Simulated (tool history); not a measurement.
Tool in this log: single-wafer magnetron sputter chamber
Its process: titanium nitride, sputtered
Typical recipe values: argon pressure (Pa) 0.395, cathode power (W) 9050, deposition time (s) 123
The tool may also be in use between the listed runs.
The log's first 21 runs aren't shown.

run     day  argon pressure (Pa)  cathode power (W)  deposition time (s)  read-back reference wafer on the same gauge, thickness_nm  mean film thickness on the monitor wafer (angstrom)
 22  39.754                0.395              10800                  103                                                    224.819                                              1990.35
 23  42.229                0.395               9050                  123                                                    225.046                                              1980.27
 24  43.254                0.530               7500                  133                                                    225.129                                              1699.74
     43.875  -- capacitance manometer re-zeroed and calibrated
 25  44.888                0.251               7000                  141                                                    224.650                                              1828.18
     45.367  -- magnet pack replaced
 26  46.625                0.395               9050                  123                                                    224.624                                              1900.39
     49.117  -- sputter target and shields replaced
 27  49.512                0.395              11200                  143                                                    225.083                                              2886.84
 28  52.138                0.472               9050                  116                                                    225.204                                              1799.76
 29  53.158                0.395              10650                  123                                                    224.902                                              2307.32
 30  55.592                0.440               9050                  123                                                    224.900                                              1906.49
 31  57.196                0.395               9050                  123                                                    224.879                                              1929.15
 32  58.367                0.547               9050                  103                                                    225.501                                              1517.71
 33  67.304                0.471               9950                  138                                                    225.035                                              2254.45
 34  68.988                0.395              11000                  123                                                    224.833                                              2331.50

Predict each of these 5 candidate next runs independently; none follows another, all start after run 34:
  A  69.004                0.316               9050                  123                                                          ?                                                    ?
  B  69.004                0.395               9050                  140                                                          ?                                                    ?
  C  69.004                0.277               9050                  145                                                          ?                                                    ?
  D  69.004                0.395               7800                  133                                                          ?                                                    ?
  E  69.004                0.395               7050                  123                                                          ?                                                    ?

run  read-back reference wafer on the same gauge, thickness_nm  mean film thickness on the monitor wafer (angstrom)
  A                                                    225.101                                              1977.78
  B                                                    225.101                                              2168.07
  C                                                    225.101                                              2375.66
  D                                                    225.101                                              1775.19
  E                                                    225.101                                              1483.86
Without the tool's hidden state the same runs would have given:
run  mean film thickness on the monitor wafer (angstrom)
  A                                              2120.59
  B                                              2323.67
  C                                              2547.72
  D                                              1902.59
  E                                              1590.35
